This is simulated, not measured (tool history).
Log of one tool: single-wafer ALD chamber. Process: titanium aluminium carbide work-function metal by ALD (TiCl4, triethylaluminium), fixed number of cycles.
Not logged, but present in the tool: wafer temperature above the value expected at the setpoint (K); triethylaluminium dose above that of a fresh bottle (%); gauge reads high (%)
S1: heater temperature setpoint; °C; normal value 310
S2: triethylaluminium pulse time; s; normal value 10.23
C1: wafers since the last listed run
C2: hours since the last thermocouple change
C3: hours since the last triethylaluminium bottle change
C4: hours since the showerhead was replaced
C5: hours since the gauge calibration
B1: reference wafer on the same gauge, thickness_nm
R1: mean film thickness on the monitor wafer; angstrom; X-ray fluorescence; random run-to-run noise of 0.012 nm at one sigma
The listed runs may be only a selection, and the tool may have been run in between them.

| run | hour | S1 | S2 | C1 | C2 | C3 | C4 | C5 | B1 | R1 |
|---|---|---|---|---|---|---|---|---|---|---|
| 1 | 0 | 310 | 10.23 | 0 | 2325.8 | 1465 | 2454.6 | 563 | 1.759 | 21.87 |
| 2 | 7.7 | 310 | 10.23 | 125 | 2333.5 | 1472.7 | 2462.3 | 570.7 | 1.76 | 21.8 |
| 3 | 21.7 | 310 | 13.47 | 227 | 2347.5 | 1486.7 | 2476.3 | 584.7 | 1.762 | 22.62 |
| 4 | 39.2 | 318 | 10.23 | 284 | 2365 | 1504.2 | 2493.8 | 602.2 | 1.761 | 22.65 |
| 5 | 56.8 | 318 | 10.23 | 286 | 2382.6 | 1521.8 | 2511.4 | 619.8 | 1.761 | 22.88 |
| 6 | 71.4 | 310 | 8.27 | 237 | 2397.2 | 1536.4 | 2526 | 634.4 | 1.758 | 20.79 |
| 7 | 80.8 | 310 | 8.27 | 152 | 2406.6 | 1545.8 | 2535.4 | 643.8 | 1.757 | 21.15 |
| 8 | 97.5 | 310 | 8.27 | 271 | 2423.3 | 1562.5 | 2552.1 | 660.5 | 1.76 | 21.09 |
| 9 | 112 | 310 | 10.23 | 235 | 2437.8 | 1577 | 2566.6 | 675 | 1.759 | 21.78 |
| 10 | 118.5 | 310 | 10.23 | 105 | 2444.3 | 1583.5 | 2573.1 | 681.5 | 1.76 | 21.81 |
| 11 | 130.3 | 310 | 10.23 | 191 | 2456.1 | 1595.3 | 2584.9 | 693.3 | 1.762 | 21.99 |
| 12 | 146.8 | 310 | 10.23 | 268 | 2472.6 | 1611.8 | 2601.4 | 709.8 | 1.761 | 21.87 |
| 13 | 162.4 | 305 | 6.89 | 253 | 2488.2 | 1627.4 | 2617 | 725.4 | 1.756 | 19.12 |
| 14 | 171.2 | 310 | 8.43 | 143 | 2497 | 1636.2 | 2625.8 | 734.2 | 1.761 | 21.19 |
| 15 | 179 | 296 | 13.48 | 126 | 2504.8 | 1644 | 2633.6 | 742 | 1.762 | 20.94 |
|  | 189.1 | gauge calibrated |
| 16 | 189.1 | 318 | 10.23 | 164 | 2514.9 | 1654.1 | 2643.7 | 0 | 1.765 | 22.76 |
| 17 | 200.7 | 310 | 7.82 | 188 | 2526.5 | 1665.7 | 2655.3 | 11.6 | 1.758 | 20.6 |
|  | 210.1 | showerhead replaced |
| 18 | 210.8 | 301 | 11.93 | 34 | 2536.6 | 1675.8 | 0.7 | 21.7 | 1.761 | 21.34 |
|  | 227 | thermocouple changed; heater temperature recalibrated |
| 19 | 227.5 | 304 | 12.12 | 141 | 0.5 | 1692.5 | 17.4 | 38.4 | 1.762 | 21.72 |
| 20 | 252.3 | 321 | 11.46 | 403 | 25.3 | 1717.3 | 42.2 | 63.2 | 1.758 | 23.37 |
| 21 | 269.5 | 310 | 10.23 | 279 | 42.5 | 1734.5 | 59.4 | 80.4 | 1.76 | 21.88 |
|  | 287.1 | triethylaluminium bottle replaced |
| 22 | 299.9 | 302 | 11.38 | 364 | 72.9 | 12.8 | 89.8 | 110.8 | 1.761 | 21.16 |
| 23 | 314.7 | 320 | 14.13 | 240 | 87.7 | 27.6 | 104.6 | 125.6 | 1.76 | 23.65 |
| 24 | 321.1 | 300 | 12.69 | 104 | 94.1 | 34 | 111 | 132 | 1.761 | 21 |
| 25 | 333.8 | 324 | 13.61 | 206 | 106.8 | 46.7 | 123.7 | 144.7 | 1.758 | 23.91 |
| 26 | 340.7 | 318 | 8.94 | 112 | 113.7 | 53.6 | 130.6 | 151.6 | 1.759 | 22.23 |
| 27 | 352.2 | 324 | 8.41 | 187 | 125.2 | 65.1 | 142.1 | 163.1 | 1.763 | 22.61 |
| 28 | 364.6 | 323 | 13.18 | 201 | 137.6 | 77.5 | 154.5 | 175.5 | 1.761 | 24.06 |
| 29 | 371.2 | 303 | 10.23 | 107 | 144.2 | 84.1 | 161.1 | 182.1 | 1.761 | 21.33 |
| 30 | 378.6 | 319 | 10.23 | 120 | 151.6 | 91.5 | 168.5 | 189.5 | 1.763 | 22.95 |
| 31 | 391.4 | 310 | 10.23 | 208 | 164.4 | 104.3 | 181.3 | 202.3 | 1.762 | 21.76 |
| 32 | 400.7 | 310 | 10.23 | 151 | 173.7 | 113.6 | 190.6 | 211.6 | 1.761 | 21.79 |
| 33 | 412.2 | 310 | 10.23 | 187 | 185.2 | 125.1 | 202.1 | 223.1 | 1.761 | 21.83 |
| 34 | 427.1 | 310 | 9 | 242 | 200.1 | 140 | 217 | 238 | 1.762 | 21.43 |

Run-by-run hidden state of the tool:
wafer temperature above the value expected at the setpoint (K): 0, the same for each run
triethylaluminium dose above that of a fresh bottle (%): 0, the same for each run
gauge reads high (%): 0, the same for each run
